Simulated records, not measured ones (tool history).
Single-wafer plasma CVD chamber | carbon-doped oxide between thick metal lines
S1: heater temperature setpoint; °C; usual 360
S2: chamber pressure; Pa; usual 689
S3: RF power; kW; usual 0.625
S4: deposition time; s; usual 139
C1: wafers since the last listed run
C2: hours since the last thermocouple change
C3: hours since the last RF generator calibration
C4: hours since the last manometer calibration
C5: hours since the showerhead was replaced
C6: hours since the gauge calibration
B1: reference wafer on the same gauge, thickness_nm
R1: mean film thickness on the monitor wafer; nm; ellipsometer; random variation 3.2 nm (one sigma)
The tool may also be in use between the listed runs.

run 1 day=0 | S1=360 S2=689 S3=0.625 S4=117 | C1=0 C2=1919.8 C3=1137.6 C4=1676.5 C5=2875 C6=334.7 | B1=728.404 | R1=697.458
run 2 day=0.829 | S1=360 S2=689 S3=0.625 S4=117 | C1=189 C2=1939.7 C3=1157.5 C4=1696.4 C5=2894.9 C6=354.6 | B1=727.793 | R1=698.533
run 3 day=2.038 | S1=360 S2=689 S3=0.625 S4=117 | C1=276 C2=1968.7 C3=1186.5 C4=1725.4 C5=2923.9 C6=383.6 | B1=726.148 | R1=694.17
run 4 day=3.429 | S1=360 S2=576 S3=0.545 S4=139 | C1=318 C2=2002.1 C3=1219.9 C4=1758.8 C5=2957.3 C6=417 | B1=727.468 | R1=739.403
run 5 day=4.333 | S1=364 S2=689 S3=0.625 S4=133 | C1=206 C2=2023.8 C3=1241.6 C4=1780.5 C5=2979 C6=438.7 | B1=725.884 | R1=786.335
run 6 day=5.408 | S1=364 S2=689 S3=0.625 S4=133 | C1=245 C2=2049.6 C3=1267.4 C4=1806.3 C5=3004.8 C6=464.5 | B1=725.984 | R1=785.052
run 7 day=6.525 | S1=364 S2=689 S3=0.625 S4=133 | C1=255 C2=2076.4 C3=1294.2 C4=1833.1 C5=3031.6 C6=491.3 | B1=726.629 | R1=781.025
run 8 day=7.283 | S1=360 S2=689 S3=0.625 S4=139 | C1=173 C2=2094.6 C3=1312.4 C4=1851.3 C5=3049.8 C6=509.5 | B1=725.813 | R1=824.517
run 9 day=8.471 | S1=360 S2=689 S3=0.625 S4=139 | C1=271 C2=2123.1 C3=1340.9 C4=1879.8 C5=3078.3 C6=538 | B1=726.319 | R1=819.539
-- day=9.375 thermocouple changed; heater temperature recalibrated
run 10 day=9.633 | S1=366 S2=689 S3=0.625 S4=139 | C1=189 C2=6.2 C3=1368.8 C4=1907.7 C5=3106.2 C6=565.9 | B1=727.275 | R1=813.522
-- day=10.496 gauge calibrated
run 11 day=10.875 | S1=366 S2=689 S3=0.625 S4=139 | C1=283 C2=36 C3=1398.6 C4=1937.5 C5=3136 C6=9.1 | B1=726.323 | R1=810.499
run 12 day=11.542 | S1=366 S2=689 S3=0.625 S4=139 | C1=152 C2=52 C3=1414.6 C4=1953.5 C5=3152 C6=25.1 | B1=727.83 | R1=811.909
run 13 day=12.142 | S1=360 S2=689 S3=0.625 S4=139 | C1=137 C2=66.4 C3=1429 C4=1967.9 C5=3166.4 C6=39.5 | B1=726.21 | R1=816.386
run 14 day=13.125 | S1=360 S2=689 S3=0.625 S4=139 | C1=224 C2=90 C3=1452.6 C4=1991.5 C5=3190 C6=63.1 | B1=727.489 | R1=818.888
-- day=14.125 showerhead replaced
run 15 day=14.158 | S1=360 S2=689 S3=0.625 S4=139 | C1=159 C2=114.8 C3=1477.4 C4=2016.3 C5=0.8 C6=87.9 | B1=726.315 | R1=819.92
run 16 day=15.408 | S1=374 S2=595 S3=0.565 S4=118 | C1=285 C2=144.8 C3=1507.4 C4=2046.3 C5=30.8 C6=117.9 | B1=727.547 | R1=614.844
run 17 day=16.467 | S1=347 S2=689 S3=0.625 S4=165 | C1=241 C2=170.2 C3=1532.8 C4=2071.7 C5=56.2 C6=143.3 | B1=726.215 | R1=1014.31
-- day=17.346 RF generator calibrated
-- day=17.479 capacitance manometer re-zeroed and calibrated
run 18 day=17.5 | S1=360 S2=689 S3=0.625 S4=139 | C1=129 C2=195 C3=3.7 C4=0.5 C5=81 C6=168.1 | B1=727.193 | R1=847.609
run 19 day=18.429 | S1=373 S2=817 S3=0.625 S4=139 | C1=212 C2=217.3 C3=26 C4=22.8 C5=103.3 C6=190.4 | B1=727.504 | R1=841.746
run 20 day=19.825 | S1=369 S2=605 S3=0.71 S4=117 | C1=318 C2=250.8 C3=59.5 C4=56.3 C5=136.8 C6=223.9 | B1=726.658 | R1=724.687
run 21 day=20.954 | S1=360 S2=844 S3=0.535 S4=139 | C1=258 C2=277.9 C3=86.6 C4=83.4 C5=163.9 C6=251 | B1=726.684 | R1=802.604
run 22 day=21.842 | S1=366 S2=575 S3=0.625 S4=155 | C1=202 C2=299.2 C3=107.9 C4=104.7 C5=185.2 C6=272.3 | B1=726.711 | R1=896.426
run 23 day=23.142 | S1=350 S2=837 S3=0.625 S4=139 | C1=297 C2=330.4 C3=139.1 C4=135.9 C5=216.4 C6=303.5 | B1=726.873 | R1=895.501
run 24 day=25.029 | S1=375 S2=855 S3=0.585 S4=120 | C1=431 C2=375.7 C3=184.4 C4=181.2 C5=261.7 C6=348.8 | B1=726.716 | R1=700.234
run 25 day=26.208 | S1=360 S2=804 S3=0.525 S4=118 | C1=269 C2=404 C3=212.7 C4=209.5 C5=290 C6=377.1 | B1=725.62 | R1=669.263
run 26 day=27.258 | S1=360 S2=600 S3=0.72 S4=139 | C1=239 C2=429.2 C3=237.9 C4=234.7 C5=315.2 C6=402.3 | B1=726.678 | R1=891.013

The next listed run, before its measurement:
run 27 day=27.804 | S1=360 S2=797 S3=0.625 S4=121 | C1=124 C2=442.3 C3=251 C4=247.8 C5=328.3 C6=415.4 | B1=? | R1=?

{"run 27": {"B1": 727.205, "R1": 752.79}}
Without the tool's hidden state the same run would have given R1 756.61 nm.
